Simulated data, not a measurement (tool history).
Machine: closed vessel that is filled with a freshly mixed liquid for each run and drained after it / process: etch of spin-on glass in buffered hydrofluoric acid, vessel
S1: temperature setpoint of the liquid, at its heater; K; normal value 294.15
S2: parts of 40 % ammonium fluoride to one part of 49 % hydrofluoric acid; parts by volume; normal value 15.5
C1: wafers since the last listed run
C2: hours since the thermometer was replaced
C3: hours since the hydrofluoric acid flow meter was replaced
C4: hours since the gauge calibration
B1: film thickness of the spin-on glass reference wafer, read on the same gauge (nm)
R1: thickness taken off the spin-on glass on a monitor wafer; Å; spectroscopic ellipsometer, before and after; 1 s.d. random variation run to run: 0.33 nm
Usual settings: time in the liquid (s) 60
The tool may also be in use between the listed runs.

{"run": 1, "hour": 0.0, "S1": 298.15, "S2": 15.5, "time in the liquid (s)": 60, "C1": 0, "C2": 1686.9, "C3": 437.6, "C4": 448.9, "B1": 140.04, "R1": 1137.1}
{"run": 2, "hour": 38.4, "S1": 298.15, "S2": 15.5, "time in the liquid (s)": 60, "C1": 5051, "C2": 1725.3, "C3": 476.0, "C4": 487.3, "B1": 139.96, "R1": 1139.6}
{"run": 3, "hour": 73.4, "S1": 298.15, "S2": 15.5, "time in the liquid (s)": 60, "C1": 4603, "C2": 1760.3, "C3": 511.0, "C4": 522.3, "B1": 139.99, "R1": 1138.9}
{"run": 4, "hour": 111.2, "S1": 294.15, "S2": 15.5, "time in the liquid (s)": 60, "C1": 4972, "C2": 1798.1, "C3": 548.8, "C4": 560.1, "B1": 140.0, "R1": 917.6}
{"run": 5, "hour": 175.7, "S1": 294.15, "S2": 15.5, "time in the liquid (s)": 60, "C1": 8484, "C2": 1862.6, "C3": 613.3, "C4": 624.6, "B1": 139.96, "R1": 916.9}
{"run": 6, "hour": 204.1, "S1": 294.15, "S2": 15.5, "time in the liquid (s)": 60, "C1": 3735, "C2": 1891.0, "C3": 641.7, "C4": 653.0, "B1": 140.01, "R1": 921.2}
{"hour": 280.6, "done": "gauge calibrated"}
{"run": 7, "hour": 287.2, "S1": 294.15, "S2": 13.5, "time in the liquid (s)": 60, "C1": 10930, "C2": 1974.1, "C3": 724.8, "C4": 6.6, "B1": 139.99, "R1": 1056.3}
{"run": 8, "hour": 358.7, "S1": 294.15, "S2": 15.5, "time in the liquid (s)": 60, "C1": 9405, "C2": 2045.6, "C3": 796.3, "C4": 78.1, "B1": 139.98, "R1": 923.9}
{"run": 9, "hour": 388.7, "S1": 294.15, "S2": 15.5, "time in the liquid (s)": 60, "C1": 3946, "C2": 2075.6, "C3": 826.3, "C4": 108.1, "B1": 139.97, "R1": 934.9}
{"run": 10, "hour": 445.1, "S1": 291.65, "S2": 15.5, "time in the liquid (s)": 60, "C1": 7418, "C2": 2132.0, "C3": 882.7, "C4": 164.5, "B1": 139.98, "R1": 809.7}
{"run": 11, "hour": 473.7, "S1": 291.65, "S2": 15.5, "time in the liquid (s)": 60, "C1": 3762, "C2": 2160.6, "C3": 911.3, "C4": 193.1, "B1": 140.01, "R1": 813.0}
{"run": 12, "hour": 503.2, "S1": 294.15, "S2": 15.5, "time in the liquid (s)": 60, "C1": 3880, "C2": 2190.1, "C3": 940.8, "C4": 222.6, "B1": 139.97, "R1": 933.8}
{"run": 13, "hour": 527.9, "S1": 294.15, "S2": 15.5, "time in the liquid (s)": 60, "C1": 3249, "C2": 2214.8, "C3": 965.5, "C4": 247.3, "B1": 139.97, "R1": 941.8}
{"hour": 573.5, "done": "thermometer replaced"}
{"run": 14, "hour": 593.5, "S1": 296.65, "S2": 15.5, "time in the liquid (s)": 60, "C1": 8497, "C2": 20.0, "C3": 1031.1, "C4": 312.9, "B1": 139.99, "R1": 1036.1}
{"run": 15, "hour": 640.5, "S1": 294.15, "S2": 15.5, "time in the liquid (s)": 60, "C1": 6182, "C2": 67.0, "C3": 1078.1, "C4": 359.9, "B1": 140.05, "R1": 900.1}
{"run": 16, "hour": 673.7, "S1": 294.15, "S2": 15.5, "time in the liquid (s)": 60, "C1": 4367, "C2": 100.2, "C3": 1111.3, "C4": 393.1, "B1": 139.97, "R1": 913.2}
{"run": 17, "hour": 724.0, "S1": 294.15, "S2": 15.5, "time in the liquid (s)": 60, "C1": 6616, "C2": 150.5, "C3": 1161.6, "C4": 443.4, "B1": 139.94, "R1": 908.8}
{"run": 18, "hour": 777.3, "S1": 296.15, "S2": 15.5, "time in the liquid (s)": 60, "C1": 7011, "C2": 203.8, "C3": 1214.9, "C4": 496.7, "B1": 139.99, "R1": 1019.2}
{"run": 19, "hour": 813.6, "S1": 294.15, "S2": 19.0, "time in the liquid (s)": 60, "C1": 4774, "C2": 240.1, "C3": 1251.2, "C4": 533.0, "B1": 139.98, "R1": 743.7}
{"run": 20, "hour": 846.8, "S1": 292.65, "S2": 10.0, "time in the liquid (s)": 35, "C1": 4367, "C2": 273.3, "C3": 1284.4, "C4": 566.2, "B1": 139.96, "R1": 737.4}
{"run": 21, "hour": 883.8, "S1": 294.15, "S2": 15.5, "time in the liquid (s)": 60, "C1": 4866, "C2": 310.3, "C3": 1321.4, "C4": 603.2, "B1": 140.0, "R1": 913.1}
{"run": 22, "hour": 951.3, "S1": 294.15, "S2": 20.0, "time in the liquid (s)": 60, "C1": 8878, "C2": 377.8, "C3": 1388.9, "C4": 670.7, "B1": 139.98, "R1": 714.7}
{"run": 23, "hour": 975.8, "S1": 294.15, "S2": 15.5, "time in the liquid (s)": 60, "C1": 3222, "C2": 402.3, "C3": 1413.4, "C4": 695.2, "B1": 139.98, "R1": 924.7}
{"hour": 979.2, "done": "gauge calibrated"}
{"run": 24, "hour": 1018.0, "S1": 292.65, "S2": 12.5, "time in the liquid (s)": 60, "C1": 5550, "C2": 444.5, "C3": 1455.6, "C4": 38.8, "B1": 140.01, "R1": 1058.1}
{"hour": 1026.2, "done": "hydrofluoric acid flow meter replaced"}
{"run": 25, "hour": 1076.8, "S1": 297.65, "S2": 15.5, "time in the liquid (s)": 60, "C1": 7602, "C2": 503.3, "C3": 50.6, "C4": 97.6, "B1": 140.03, "R1": 1058.7}
{"run": 26, "hour": 1283.1, "S1": 298.15, "S2": 15.5, "time in the liquid (s)": 60, "C1": 27136, "C2": 709.6, "C3": 256.9, "C4": 303.9, "B1": 139.98, "R1": 1099.1}
{"run": 27, "hour": 1313.1, "S1": 294.15, "S2": 15.5, "time in the liquid (s)": 60, "C1": 3946, "C2": 739.6, "C3": 286.9, "C4": 333.9, "B1": 140.01, "R1": 894.1}
{"run": 28, "hour": 1368.6, "S1": 298.15, "S2": 13.0, "time in the liquid (s)": 60, "C1": 7300, "C2": 795.1, "C3": 342.4, "C4": 389.4, "B1": 139.96, "R1": 1310.8}
{"run": 29, "hour": 1417.2, "S1": 298.65, "S2": 15.5, "time in the liquid (s)": 60, "C1": 6392, "C2": 843.7, "C3": 391.0, "C4": 438.0, "B1": 139.95, "R1": 1139.4}
{"run": 30, "hour": 1447.4, "S1": 297.15, "S2": 12.0, "time in the liquid (s)": 60, "C1": 3972, "C2": 873.9, "C3": 421.2, "C4": 468.2, "B1": 139.95, "R1": 1363.3}

Exercise: give the hidden state of the tool at every run:
gauge reads high (%): 0 across all the runs
H1: liquid hotter than its thermometer reads (K)
H2: hydrofluoric acid flow above the setpoint (%)
run=1 H1=0.649 H2=2.08
run=2 H1=0.662 H2=2.24
run=3 H1=0.673 H2=2.38
run=4 H1=0.686 H2=2.54
run=5 H1=0.707 H2=2.81
run=6 H1=0.717 H2=2.93
run=7 H1=0.745 H2=3.27
run=8 H1=0.768 H2=3.57
run=9 H1=0.778 H2=3.7
run=10 H1=0.797 H2=3.93
run=11 H1=0.807 H2=4.05
run=12 H1=0.816 H2=4.18
run=13 H1=0.825 H2=4.28
run=14 H1=0.0988 H2=4.55
run=15 H1=0.114 H2=4.75
run=16 H1=0.125 H2=4.89
run=17 H1=0.142 H2=5.1
run=18 H1=0.16 H2=5.32
run=19 H1=0.172 H2=5.47
run=20 H1=0.183 H2=5.61
run=21 H1=0.195 H2=5.77
run=22 H1=0.218 H2=6.05
run=23 H1=0.226 H2=6.15
run=24 H1=0.24 H2=6.33
run=25 H1=0.26 H2=0.375
run=26 H1=0.328 H2=1.24
run=27 H1=0.338 H2=1.36
run=28 H1=0.357 H2=1.59
run=29 H1=0.373 H2=1.8
run=30 H1=0.383 H2=1.92
